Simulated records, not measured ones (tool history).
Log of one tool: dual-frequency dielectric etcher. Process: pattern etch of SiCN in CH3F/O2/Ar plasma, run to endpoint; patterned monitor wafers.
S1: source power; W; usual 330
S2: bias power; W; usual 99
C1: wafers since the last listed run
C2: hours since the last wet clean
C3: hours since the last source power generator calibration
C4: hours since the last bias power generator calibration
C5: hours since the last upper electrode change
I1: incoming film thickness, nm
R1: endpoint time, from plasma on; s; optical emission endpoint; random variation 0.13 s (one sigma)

run	hour	S1	S2	C1	C2	C3	C4	C5	I1	R1
1	0.0	330	99	0	348.0	3775.8	1714.4	1774.7	9.19	25.7
2	11.5	310	106	143	359.5	3787.3	1725.9	1786.2	9.33	25.8
3	24.7	310	106	164	372.7	3800.5	1739.1	1799.4	9.23	25.5
4	37.9	330	99	164	385.9	3813.7	1752.3	1812.6	9.38	26.0
5	53.5	330	99	194	401.5	3829.3	1767.9	1828.2	9.25	25.8
6	70.1	330	99	206	418.1	3845.9	1784.5	1844.8	9.29	26.2
7	81.8	330	99	145	429.8	3857.6	1796.2	1856.5	9.19	25.9
# hour 116.9: wet clean of the chamber
8	117.4	330	99	144	0.5	3893.2	1831.8	1892.1	9.25	24.8
9	117.8	330	99	4	0.9	3893.6	1832.2	1892.5	9.37	25.0
10	118.1	330	99	3	1.2	3893.9	1832.5	1892.8	9.35	24.8
11	130.2	330	104	150	13.3	3906.0	1844.6	1904.9	9.33	24.3
12	140.6	330	104	129	23.7	3916.4	1855.0	1915.3	9.38	24.4
# hour 155.5: source power generator calibrated
13	156.0	330	99	142	39.1	0.5	1870.4	1930.7	9.32	24.9
# hour 180.1: upper electrode replaced
14	180.6	360	111	7	63.7	25.1	1895.0	0.5	9.28	23.4
15	180.9	330	76	3	64.0	25.4	1895.3	0.8	9.28	27.2
16	189.7	290	105	109	72.8	34.2	1904.1	9.6	9.29	25.2
17	201.7	410	116	149	84.8	46.2	1916.1	21.6	9.30	22.6
18	214.5	330	99	159	97.6	59.0	1928.9	34.4	9.34	25.2
19	226.6	380	88	150	109.7	71.1	1941.0	46.5	9.35	25.3
20	243.1	280	76	205	126.2	87.6	1957.5	63.0	9.28	28.2

Forecast run 21:
# hour 257.3: bias power generator calibrated
21	259.9	300	89	159	143.0	104.4	2.6	79.8	9.28	?

{"run 21": {"R1": 26.6}}
Without the tool's hidden state the same run would have given R1 26.4 s.
